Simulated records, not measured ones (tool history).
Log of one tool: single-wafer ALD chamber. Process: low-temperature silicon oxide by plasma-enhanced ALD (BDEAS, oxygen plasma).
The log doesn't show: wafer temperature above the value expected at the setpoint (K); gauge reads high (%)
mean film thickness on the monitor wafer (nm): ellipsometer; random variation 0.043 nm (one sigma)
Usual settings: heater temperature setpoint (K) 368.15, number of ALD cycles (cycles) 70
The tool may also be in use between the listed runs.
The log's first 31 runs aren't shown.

run    hour  heater temperature setpoint (K)  number of ALD cycles (cycles)  wafers since the last listed run  hours since the last thermocouple change  hours since the gauge calibration  read-back reference wafer on the same gauge, thickness_nm  mean film thickness on the monitor wafer (nm)
 32  1603.6                           353.15                             70                                83                                     427.0                              743.1                                                     10.284                                         11.017
 33  1638.6                           361.15                             76                               121                                     462.0                              778.1                                                     10.298                                         11.771
 34  1759.8                           356.15                             70                               420                                     583.2                              899.3                                                     10.308                                         11.013
 35  1815.2                           379.15                             83                               192                                     638.6                              954.7                                                     10.288                                         12.129
 36  1851.9                           361.15                             80                               127                                     675.3                              991.4                                                     10.289                                         12.384
 37  1984.3                           357.15                             61                               459                                     807.7                             1123.8                                                     10.296                                          9.616
 38  2029.6                           368.15                             79                               157                                     853.0                             1169.1                                                     10.293                                         12.025
 39  2078.8                           368.15                             70                               170                                     902.2                             1218.3                                                     10.297                                         10.642

Forecast each of these 3 alternatives for the next run:
  A  2079.3                           368.15                             81                                 1                                     902.7                             1218.8                                                          ?                                              ?
  B  2079.3                           353.15                             75                                 1                                     902.7                             1218.8                                                          ?                                              ?
  C  2079.3                           360.15                             61                                 1                                     902.7                             1218.8                                                          ?                                              ?

run  read-back reference wafer on the same gauge, thickness_nm  mean film thickness on the monitor wafer (nm)
  A                                                     10.299                                         12.324
  B                                                     10.299                                         11.987
  C                                                     10.299                                          9.531
Without the tool's hidden state the same runs would have given:
run  mean film thickness on the monitor wafer (nm)
  A                                         12.128
  B                                         11.805
  C                                          9.383
